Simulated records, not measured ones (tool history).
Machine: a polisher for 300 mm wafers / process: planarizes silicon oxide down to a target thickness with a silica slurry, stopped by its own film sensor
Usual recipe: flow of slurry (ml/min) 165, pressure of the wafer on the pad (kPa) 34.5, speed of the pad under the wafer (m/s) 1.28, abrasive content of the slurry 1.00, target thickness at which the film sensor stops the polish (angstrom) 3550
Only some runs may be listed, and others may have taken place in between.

run,day,flow of slurry (ml/min),pressure of the wafer on the pad (kPa),speed of the pad under the wafer (m/s),abrasive content of the slurry,target thickness at which the film sensor stops the polish (angstrom),"incoming thickness of the incoming film, nm",time until the film sensor stopped the polish (s)
1,0.000,165,34.5,1.28,1.00,3550,678.1,79.6
# day 1.204: slurry blender recalibrated
2,4.292,165,34.5,1.16,1.00,3550,676.2,86.2
3,6.625,165,34.5,1.28,1.00,3550,671.9,78.2
4,8.983,165,29.6,1.04,1.25,4630,669.6,59.3
# day 11.967: conditioning disc replaced and pad reconditioned
5,12.158,165,34.5,1.28,0.75,3550,669.7,96.6
6,15.833,215,34.5,1.28,1.25,3550,682.3,71.7
7,18.496,165,46.2,1.40,0.80,3550,671.9,69.6
8,22.192,165,39.3,1.28,1.25,3550,682.3,66.3
9,23.992,165,34.5,1.28,1.00,3550,674.2,82.3
10,27.833,165,27.6,1.64,0.90,2910,657.5,101.3
# day 30.204: worn pad replaced by a new one
11,31.438,120,34.5,1.28,1.00,3550,667.2,81.5
# day 35.646: head pressure recalibrated
# day 35.929: slurry nozzle cleaned
# day 36.004: slurry blender recalibrated
12,36.479,165,34.5,1.28,1.20,4630,678.1,47.4
13,40.496,165,34.5,1.28,1.00,3920,667.0,68.5
14,43.783,165,34.5,1.28,0.85,3170,657.2,94.9
15,46.367,165,34.5,1.28,1.00,3550,666.3,78.0
# day 49.312: conditioning disc replaced and pad reconditioned
16,50.800,165,27.6,1.64,0.90,2910,678.6,101.1
17,54.042,185,40.0,1.02,1.00,3550,667.5,81.7
18,56.371,165,44.1,1.28,0.85,3550,662.2,72.0
19,58.900,165,34.5,1.08,0.75,3550,658.4,111.7
20,62.538,165,34.5,1.28,1.00,3550,671.3,84.1
# day 66.704: worn pad replaced by a new one
# day 67.721: slurry nozzle cleaned
# day 69.692: head pressure recalibrated
21,72.696,165,40.0,1.28,1.00,3550,673.3,69.2
# day 76.538: slurry blender recalibrated
22,80.979,165,41.4,1.58,1.00,3550,667.3,55.7
23,85.475,145,46.9,1.54,1.00,4590,679.6,38.2
# day 89.108: conditioning disc replaced and pad reconditioned
24,98.154,165,27.6,1.28,1.00,3550,661.3,93.3

Here are 5 independent what-if runs from the current tool condition. What would each one return?
A,98.171,165,34.5,1.50,1.00,3550,674.4,?
B,98.171,220,25.5,1.28,1.25,2670,674.4,?
C,98.171,165,34.5,0.84,1.00,2840,674.4,?
D,98.171,205,40.7,1.28,0.75,3550,674.4,?
E,98.171,165,34.5,1.28,1.00,2550,674.4,?

run,time until the film sensor stopped the polish (s)
A,72.2
B,110.7
C,140.4
D,86.1
E,107.7
What these runs would have given with no unlogged condition in the tool:
run,time until the film sensor stopped the polish (s)
A,67.3
B,103.2
C,130.9
D,80.2
E,100.4
